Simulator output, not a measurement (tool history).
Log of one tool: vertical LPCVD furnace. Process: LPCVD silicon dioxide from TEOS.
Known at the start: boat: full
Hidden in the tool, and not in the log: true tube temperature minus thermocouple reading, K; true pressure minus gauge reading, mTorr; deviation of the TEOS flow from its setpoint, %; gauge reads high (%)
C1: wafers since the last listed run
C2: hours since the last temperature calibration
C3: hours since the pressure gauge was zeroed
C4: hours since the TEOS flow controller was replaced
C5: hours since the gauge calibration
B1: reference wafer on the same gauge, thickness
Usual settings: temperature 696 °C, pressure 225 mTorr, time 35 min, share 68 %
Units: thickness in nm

Run 1, day 0: usual settings; C1 0; C2 3110.9; C3 1396.2; C4 4723.3; C5 462; B1 244.46. Result: thickness 209.05 nm.
Run 2, day 2.375: usual settings; C1 800; C2 3167.9; C3 1453.2; C4 4780.3; C5 519; B1 244.76. Result: thickness 208.65 nm.
Run 3, day 6.05: usual settings; C1 1238; C2 3256.1; C3 1541.4; C4 4868.5; C5 607.2; B1 245.01. Result: thickness 209.1 nm.
Run 4, day 9.233: usual settings; C1 1072; C2 3332.5; C3 1617.8; C4 4944.9; C5 683.6; B1 245.07. Result: thickness 209.37 nm.
Run 5, day 12.562: usual settings; C1 1122; C2 3412.4; C3 1697.7; C4 5024.8; C5 763.5; B1 245.68. Result: thickness 209.15 nm.
Run 6, day 16.121: usual settings but time 28 min; C1 1199; C2 3497.8; C3 1783.1; C4 5110.2; C5 848.9; B1 245.78. Result: thickness 166.65 nm.
Run 7, day 20.271: usual settings; C1 1398; C2 3597.4; C3 1882.7; C4 5209.8; C5 948.5; B1 246.15. Result: thickness 209.88 nm.
Run 8, day 23.817: usual settings; C1 1195; C2 3682.5; C3 1967.8; C4 5294.9; C5 1033.6; B1 246.63. Result: thickness 210.13 nm.
At day 25.8: TEOS flow controller replaced.
Run 9, day 26.3: usual settings; C1 499; C2 3742.1; C3 2027.4; C4 12; C5 1093.2; B1 246.98. Result: thickness 209.4 nm.
Run 10, day 27.821: usual settings but pressure 265 mTorr; C1 512; C2 3778.6; C3 2063.9; C4 48.5; C5 1129.7; B1 246.99. Result: thickness 228.54 nm.
Run 11, day 30.362: usual settings but pressure 250 mTorr; C1 856; C2 3839.6; C3 2124.9; C4 109.5; C5 1190.7; B1 246.77. Result: thickness 222.51 nm.
Run 12, day 33.833: usual settings but time 39.5 min; C1 1169; C2 3922.9; C3 2208.2; C4 192.8; C5 1274; B1 247.6. Result: thickness 237.67 nm.
At day 37.471: pressure gauge zeroed.
Run 13, day 37.492: usual settings but time 39.5 min; C1 895; C2 4010.7; C3 0.5; C4 280.6; C5 1361.8; B1 248.01. Result: thickness 237.83 nm.
Run 14, day 40.392: usual settings but time 23.5 min; C1 977; C2 4080.3; C3 70.1; C4 350.2; C5 1431.4; B1 248.11. Result: thickness 142.8 nm.
At day 44.171: gauge calibrated.
Run 15, day 44.188: usual settings but temperature 685 °C, pressure 250 mTorr, time 22.5 min; C1 1279; C2 4171.4; C3 161.2; C4 441.3; C5 0.4; B1 241.92. Result: thickness 107.82 nm.
Run 16, day 47.654: usual settings; C1 1168; C2 4254.6; C3 244.4; C4 524.5; C5 83.6; B1 242.47. Result: thickness 207.26 nm.
Run 17, day 50.571: usual settings but pressure 240 mTorr, share 81 %; C1 983; C2 4324.6; C3 314.4; C4 594.5; C5 153.6; B1 242.71. Result: thickness 234.15 nm.
Run 18, day 58.571: usual settings but temperature 703 °C, share 64 %; C1 2696; C2 4516.6; C3 506.4; C4 786.5; C5 345.6; B1 243.13. Result: thickness 237.61 nm.
Run 19, day 61.704: usual settings; C1 1056; C2 4591.8; C3 581.6; C4 861.7; C5 420.8; B1 243.83. Result: thickness 207.55 nm.
Run 20, day 63.862: usual settings but temperature 691 °C, pressure 195 mTorr, share 72 %; C1 727; C2 4643.6; C3 633.4; C4 913.5; C5 472.6; B1 243.73. Result: thickness 177.43 nm.
At day 65.529: thermocouples replaced and temperature profile calibrated.
Run 21, day 67.967: usual settings but pressure 250 mTorr, share 63 %; C1 1046; C2 58.5; C3 731.9; C4 1012; C5 571.1; B1 244.26. Result: thickness 211.54 nm.
Run 22, day 69.721: usual settings but share 80 %; C1 591; C2 100.6; C3 774; C4 1054.1; C5 613.2; B1 244.29. Result: thickness 225.83 nm.
Run 23, day 72.525: usual settings but pressure 275 mTorr, share 77 %; C1 945; C2 167.9; C3 841.3; C4 1121.4; C5 680.5; B1 245.07. Result: thickness 244.71 nm.
Run 24, day 74.096: usual settings but share 62 %; C1 529; C2 205.6; C3 879; C4 1159.1; C5 718.2; B1 244.67. Result: thickness 199.58 nm.
Run 25, day 77.179: usual settings but temperature 686 °C, time 22.5 min; C1 1039; C2 279.6; C3 953; C4 1233.1; C5 792.2; B1 245.18. Result: thickness 106.13 nm.
Run 26, day 81.617: usual settings but pressure 205 mTorr, share 80 %; C1 1495; C2 386.1; C3 1059.5; C4 1339.6; C5 898.7; B1 245.65. Result: thickness 216.79 nm.
Run 27, day 84.004: usual settings but pressure 205 mTorr, time 22 min; C1 804; C2 443.4; C3 1116.8; C4 1396.9; C5 956; B1 245.41. Result: thickness 126.22 nm.

3 ways to go on from here, each from the tool as it stands after run 27. What would each give?
Run A, day 84.158: usual settings but share 79 %; C1 51; C2 447.1; C3 1120.5; C4 1400.6; C5 959.7; B1 ?. Result: thickness ?.
Run B, day 84.158: usual settings but time 29.5 min; C1 51; C2 447.1; C3 1120.5; C4 1400.6; C5 959.7; B1 ?. Result: thickness ?.
Run C, day 84.158: usual settings but pressure 200 mTorr, time 24 min; C1 51; C2 447.1; C3 1120.5; C4 1400.6; C5 959.7; B1 ?. Result: thickness ?.

run      B1  thickness
  A  245.71     226.45
  B  245.71     177.08
  C  245.71     135.83
Without the tool's hidden state the same runs would have given:
run  thickness
  A     222.99
  B     174.37
  C     133.75
